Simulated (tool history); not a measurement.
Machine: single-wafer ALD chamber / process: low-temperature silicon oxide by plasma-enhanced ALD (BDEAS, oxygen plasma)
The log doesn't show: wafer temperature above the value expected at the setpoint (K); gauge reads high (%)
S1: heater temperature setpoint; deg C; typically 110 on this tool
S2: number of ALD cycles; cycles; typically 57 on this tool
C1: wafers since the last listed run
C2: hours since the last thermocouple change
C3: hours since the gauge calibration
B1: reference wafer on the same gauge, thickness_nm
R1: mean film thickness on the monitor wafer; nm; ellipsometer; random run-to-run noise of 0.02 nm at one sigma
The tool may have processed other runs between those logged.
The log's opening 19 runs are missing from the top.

run   hour   S1  S2   C1     C2     C3     B1     R1
 20  292.2  110  57  121   49.8  533.7  6.291  7.741
 21  307.3  106  57  109   64.9  548.8  6.288  7.813
     311.3  -- gauge calibrated
 22  320.8  119  57   97   78.4    9.5  6.368  7.719
 23  335.7  116  66  107   93.3   24.4  6.365  8.983
 24  352.4  123  46  121  110.0   41.1  6.359  6.176
 25  365.9  123  46   97  123.5   54.6  6.356  6.176
 26  378.5  121  57   91  136.1   67.2  6.344  7.713
 27  393.0  110  57  105  150.6   81.7  6.339  7.852
 28  425.8  119  64  237  183.4  114.5  6.329  8.645
 29  434.3   97  57   61  191.9  123.0  6.335  8.025
 30  447.0  104  63   92  204.6  135.7  6.329  8.711
 31  453.5  117  48   47  211.1  142.2  6.325  6.482
 32  469.0  124  53  112  226.6  157.7  6.322  7.073
 33  486.4   98  46  126  244.0  175.1  6.315  6.426

Predict the results of run 34:
 34  492.5  110  57  44  250.1  181.2   ?   ?

B1: 6.315
R1: 7.807 nm
On a tool with no hidden condition, and with the same random variation, this run would have come out at R1 7.884 nm.
